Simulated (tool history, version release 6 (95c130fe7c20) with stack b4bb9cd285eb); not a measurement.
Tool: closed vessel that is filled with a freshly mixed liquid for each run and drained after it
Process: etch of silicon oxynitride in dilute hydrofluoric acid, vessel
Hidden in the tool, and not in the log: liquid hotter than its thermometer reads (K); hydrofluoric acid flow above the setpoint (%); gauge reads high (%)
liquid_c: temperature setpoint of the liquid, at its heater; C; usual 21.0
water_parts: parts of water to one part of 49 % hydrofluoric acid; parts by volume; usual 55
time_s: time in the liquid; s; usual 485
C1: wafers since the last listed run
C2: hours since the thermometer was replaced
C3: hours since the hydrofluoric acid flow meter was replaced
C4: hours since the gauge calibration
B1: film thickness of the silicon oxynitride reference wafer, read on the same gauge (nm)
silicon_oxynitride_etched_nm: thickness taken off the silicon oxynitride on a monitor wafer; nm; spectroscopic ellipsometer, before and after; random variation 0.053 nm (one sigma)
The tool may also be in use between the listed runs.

run 1 hour=0.0 | liquid_c=21.0 water_parts=45 time_s=600 | C1=0 C2=275.0 C3=306.2 C4=404.4 | B1=100.03 | silicon_oxynitride_etched_nm=18.37
run 2 hour=38.0 | liquid_c=21.0 water_parts=45 time_s=600 | C1=3828 C2=313.0 C3=344.2 C4=442.4 | B1=100.03 | silicon_oxynitride_etched_nm=18.29
run 3 hour=92.5 | liquid_c=21.0 water_parts=45 time_s=600 | C1=5491 C2=367.5 C3=398.7 C4=496.9 | B1=100.02 | silicon_oxynitride_etched_nm=18.44
run 4 hour=161.0 | liquid_c=21.0 water_parts=55 time_s=485 | C1=6902 C2=436.0 C3=467.2 C4=565.4 | B1=100.00 | silicon_oxynitride_etched_nm=12.21
-- hour=176.8 thermometer replaced
run 5 hour=212.0 | liquid_c=21.0 water_parts=55 time_s=485 | C1=5038 C2=35.2 C3=518.2 C4=616.4 | B1=100.00 | silicon_oxynitride_etched_nm=12.15
run 6 hour=281.1 | liquid_c=21.0 water_parts=55 time_s=485 | C1=6962 C2=104.3 C3=587.3 C4=685.5 | B1=99.95 | silicon_oxynitride_etched_nm=12.22
run 7 hour=374.9 | liquid_c=24.0 water_parts=55 time_s=485 | C1=9451 C2=198.1 C3=681.1 C4=779.3 | B1=100.00 | silicon_oxynitride_etched_nm=14.15
-- hour=406.9 hydrofluoric acid flow meter replaced
-- hour=582.1 hydrofluoric acid flow meter replaced, repeated, since the last time left the tool worse
-- hour=642.3 thermometer replaced
run 8 hour=643.1 | liquid_c=18.0 water_parts=55 time_s=630 | C1=26721 C2=0.8 C3=61.0 C4=1047.5 | B1=100.03 | silicon_oxynitride_etched_nm=13.38
run 9 hour=695.5 | liquid_c=21.0 water_parts=55 time_s=485 | C1=5279 C2=53.2 C3=113.4 C4=1099.9 | B1=99.98 | silicon_oxynitride_etched_nm=11.99
run 10 hour=771.1 | liquid_c=24.5 water_parts=75 time_s=485 | C1=7617 C2=128.8 C3=189.0 C4=1175.5 | B1=99.97 | silicon_oxynitride_etched_nm=10.33
-- hour=831.6 gauge calibrated
run 11 hour=875.8 | liquid_c=18.0 water_parts=30 time_s=705 | C1=10549 C2=233.5 C3=293.7 C4=44.2 | B1=100.02 | silicon_oxynitride_etched_nm=27.76
run 12 hour=966.4 | liquid_c=17.5 water_parts=45 time_s=350 | C1=9128 C2=324.1 C3=384.3 C4=134.8 | B1=100.02 | silicon_oxynitride_etched_nm=8.97
run 13 hour=1060.7 | liquid_c=21.0 water_parts=80 time_s=340 | C1=9501 C2=418.4 C3=478.6 C4=229.1 | B1=99.95 | silicon_oxynitride_etched_nm=5.69
run 14 hour=1163.5 | liquid_c=21.0 water_parts=55 time_s=485 | C1=10358 C2=521.2 C3=581.4 C4=331.9 | B1=100.00 | silicon_oxynitride_etched_nm=12.27

3 ways to go on from here, each from the tool as it stands after run 14. What would each give?
run A hour=1164.3 | liquid_c=21.0 water_parts=55 time_s=485 | C1=80 C2=522.0 C3=582.2 C4=332.7 | B1=? | silicon_oxynitride_etched_nm=?
run B hour=1164.3 | liquid_c=17.0 water_parts=65 time_s=570 | C1=80 C2=522.0 C3=582.2 C4=332.7 | B1=? | silicon_oxynitride_etched_nm=?
run C hour=1164.3 | liquid_c=17.0 water_parts=30 time_s=395 | C1=80 C2=522.0 C3=582.2 C4=332.7 | B1=? | silicon_oxynitride_etched_nm=?

run=A B1=99.96 silicon_oxynitride_etched_nm=12.22
run=B B1=99.96 silicon_oxynitride_etched_nm=9.87
run=C B1=99.96 silicon_oxynitride_etched_nm=15.10
Without the tool's hidden state the same runs would have given:
run=A silicon_oxynitride_etched_nm=11.91
run=B silicon_oxynitride_etched_nm=9.62
run=C silicon_oxynitride_etched_nm=14.73

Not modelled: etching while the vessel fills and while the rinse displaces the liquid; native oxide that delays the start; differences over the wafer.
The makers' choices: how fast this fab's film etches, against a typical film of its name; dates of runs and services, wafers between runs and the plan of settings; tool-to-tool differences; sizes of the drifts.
